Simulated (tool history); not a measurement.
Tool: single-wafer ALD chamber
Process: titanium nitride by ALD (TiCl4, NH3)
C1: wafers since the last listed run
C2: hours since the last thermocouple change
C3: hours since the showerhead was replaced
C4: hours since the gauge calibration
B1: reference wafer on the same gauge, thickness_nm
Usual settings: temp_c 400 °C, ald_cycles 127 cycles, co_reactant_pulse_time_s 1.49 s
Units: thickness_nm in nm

{"run": 1, "hour": 0.0, "temp_c": 400, "ald_cycles": 127, "co_reactant_pulse_time_s": 1.34, "C1": 0, "C2": 1298.1, "C3": 4440.5, "C4": 8.1, "B1": 3.561, "thickness_nm": 3.104}
{"run": 2, "hour": 29.1, "temp_c": 400, "ald_cycles": 127, "co_reactant_pulse_time_s": 1.34, "C1": 77, "C2": 1327.2, "C3": 4469.6, "C4": 37.2, "B1": 3.56, "thickness_nm": 3.102}
{"run": 3, "hour": 55.7, "temp_c": 400, "ald_cycles": 127, "co_reactant_pulse_time_s": 1.49, "C1": 71, "C2": 1353.8, "C3": 4496.2, "C4": 63.8, "B1": 3.557, "thickness_nm": 3.109}
{"run": 4, "hour": 69.2, "temp_c": 400, "ald_cycles": 127, "co_reactant_pulse_time_s": 1.49, "C1": 36, "C2": 1367.3, "C3": 4509.7, "C4": 77.3, "B1": 3.561, "thickness_nm": 3.112}
{"run": 5, "hour": 83.9, "temp_c": 400, "ald_cycles": 127, "co_reactant_pulse_time_s": 1.49, "C1": 39, "C2": 1382.0, "C3": 4524.4, "C4": 92.0, "B1": 3.559, "thickness_nm": 3.107}
{"run": 6, "hour": 115.8, "temp_c": 410, "ald_cycles": 127, "co_reactant_pulse_time_s": 1.49, "C1": 85, "C2": 1413.9, "C3": 4556.3, "C4": 123.9, "B1": 3.563, "thickness_nm": 3.118}
{"run": 7, "hour": 130.9, "temp_c": 410, "ald_cycles": 127, "co_reactant_pulse_time_s": 1.49, "C1": 40, "C2": 1429.0, "C3": 4571.4, "C4": 139.0, "B1": 3.56, "thickness_nm": 3.141}
{"run": 8, "hour": 149.5, "temp_c": 410, "ald_cycles": 127, "co_reactant_pulse_time_s": 1.49, "C1": 49, "C2": 1447.6, "C3": 4590.0, "C4": 157.6, "B1": 3.561, "thickness_nm": 3.121}
{"run": 9, "hour": 165.4, "temp_c": 400, "ald_cycles": 127, "co_reactant_pulse_time_s": 1.9, "C1": 42, "C2": 1463.5, "C3": 4605.9, "C4": 173.5, "B1": 3.56, "thickness_nm": 3.125}
{"run": 10, "hour": 197.3, "temp_c": 400, "ald_cycles": 127, "co_reactant_pulse_time_s": 1.9, "C1": 85, "C2": 1495.4, "C3": 4637.8, "C4": 205.4, "B1": 3.561, "thickness_nm": 3.131}
{"run": 11, "hour": 214.2, "temp_c": 400, "ald_cycles": 127, "co_reactant_pulse_time_s": 1.49, "C1": 45, "C2": 1512.3, "C3": 4654.7, "C4": 222.3, "B1": 3.56, "thickness_nm": 3.108}
{"run": 12, "hour": 232.3, "temp_c": 400, "ald_cycles": 127, "co_reactant_pulse_time_s": 1.49, "C1": 48, "C2": 1530.4, "C3": 4672.8, "C4": 240.4, "B1": 3.559, "thickness_nm": 3.113}
{"run": 13, "hour": 260.8, "temp_c": 400, "ald_cycles": 127, "co_reactant_pulse_time_s": 1.49, "C1": 76, "C2": 1558.9, "C3": 4701.3, "C4": 268.9, "B1": 3.561, "thickness_nm": 3.111}
{"run": 14, "hour": 282.9, "temp_c": 400, "ald_cycles": 107, "co_reactant_pulse_time_s": 1.18, "C1": 59, "C2": 1581.0, "C3": 4723.4, "C4": 291.0, "B1": 3.56, "thickness_nm": 2.602}
{"run": 15, "hour": 301.2, "temp_c": 412, "ald_cycles": 134, "co_reactant_pulse_time_s": 1.49, "C1": 48, "C2": 1599.3, "C3": 4741.7, "C4": 309.3, "B1": 3.561, "thickness_nm": 3.288}
{"run": 16, "hour": 335.3, "temp_c": 412, "ald_cycles": 149, "co_reactant_pulse_time_s": 1.49, "C1": 91, "C2": 1633.4, "C3": 4775.8, "C4": 343.4, "B1": 3.563, "thickness_nm": 3.664}
{"hour": 366.5, "done": "showerhead replaced"}
{"run": 17, "hour": 367.0, "temp_c": 400, "ald_cycles": 127, "co_reactant_pulse_time_s": 1.49, "C1": 63, "C2": 1665.1, "C3": 0.5, "C4": 375.1, "B1": 3.561, "thickness_nm": 3.116}
{"run": 18, "hour": 394.4, "temp_c": 400, "ald_cycles": 127, "co_reactant_pulse_time_s": 1.34, "C1": 73, "C2": 1692.5, "C3": 27.9, "C4": 402.5, "B1": 3.559, "thickness_nm": 3.106}
{"hour": 409.5, "done": "gauge calibrated"}
{"run": 19, "hour": 417.2, "temp_c": 389, "ald_cycles": 138, "co_reactant_pulse_time_s": 1.49, "C1": 61, "C2": 1715.3, "C3": 50.7, "C4": 7.7, "B1": 3.558, "thickness_nm": 3.345}
{"hour": 446.6, "done": "thermocouple changed; heater temperature recalibrated"}
{"run": 20, "hour": 450.6, "temp_c": 400, "ald_cycles": 127, "co_reactant_pulse_time_s": 1.49, "C1": 68, "C2": 4.0, "C3": 84.1, "C4": 41.1, "B1": 3.56, "thickness_nm": 3.111}
{"run": 21, "hour": 466.6, "temp_c": 387, "ald_cycles": 127, "co_reactant_pulse_time_s": 1.49, "C1": 42, "C2": 20.0, "C3": 100.1, "C4": 57.1, "B1": 3.555, "thickness_nm": 3.081}
{"run": 22, "hour": 489.0, "temp_c": 400, "ald_cycles": 107, "co_reactant_pulse_time_s": 1.3, "C1": 59, "C2": 42.4, "C3": 122.5, "C4": 79.5, "B1": 3.559, "thickness_nm": 2.611}
{"run": 23, "hour": 503.5, "temp_c": 400, "ald_cycles": 119, "co_reactant_pulse_time_s": 1.49, "C1": 38, "C2": 56.9, "C3": 137.0, "C4": 94.0, "B1": 3.556, "thickness_nm": 2.927}
{"run": 24, "hour": 521.5, "temp_c": 400, "ald_cycles": 127, "co_reactant_pulse_time_s": 1.89, "C1": 48, "C2": 74.9, "C3": 155.0, "C4": 112.0, "B1": 3.562, "thickness_nm": 3.134}
{"run": 25, "hour": 551.8, "temp_c": 393, "ald_cycles": 120, "co_reactant_pulse_time_s": 1.08, "C1": 81, "C2": 105.2, "C3": 185.3, "C4": 142.3, "B1": 3.557, "thickness_nm": 2.875}
{"run": 26, "hour": 574.6, "temp_c": 394, "ald_cycles": 140, "co_reactant_pulse_time_s": 1.95, "C1": 61, "C2": 128.0, "C3": 208.1, "C4": 165.1, "B1": 3.561, "thickness_nm": 3.442}

Forecast each of these 4 alternatives for the next run:
{"run": "A", "hour": 575.3, "temp_c": 405, "ald_cycles": 127, "co_reactant_pulse_time_s": 1.49, "C1": 1, "C2": 128.7, "C3": 208.8, "C4": 165.8, "B1": "?", "thickness_nm": "?"}
{"run": "B", "hour": 575.3, "temp_c": 400, "ald_cycles": 127, "co_reactant_pulse_time_s": 1.32, "C1": 1, "C2": 128.7, "C3": 208.8, "C4": 165.8, "B1": "?", "thickness_nm": "?"}
{"run": "C", "hour": 575.3, "temp_c": 412, "ald_cycles": 113, "co_reactant_pulse_time_s": 0.92, "C1": 1, "C2": 128.7, "C3": 208.8, "C4": 165.8, "B1": "?", "thickness_nm": "?"}
{"run": "D", "hour": 575.3, "temp_c": 413, "ald_cycles": 127, "co_reactant_pulse_time_s": 1.1, "C1": 1, "C2": 128.7, "C3": 208.8, "C4": 165.8, "B1": "?", "thickness_nm": "?"}

run=A B1=3.559 thickness_nm=3.122
run=B B1=3.559 thickness_nm=3.099
run=C B1=3.559 thickness_nm=2.741
run=D B1=3.559 thickness_nm=3.102
Without the tool's hidden state the same runs would have given:
run=A thickness_nm=3.122
run=B thickness_nm=3.099
run=C thickness_nm=2.741
run=D thickness_nm=3.102

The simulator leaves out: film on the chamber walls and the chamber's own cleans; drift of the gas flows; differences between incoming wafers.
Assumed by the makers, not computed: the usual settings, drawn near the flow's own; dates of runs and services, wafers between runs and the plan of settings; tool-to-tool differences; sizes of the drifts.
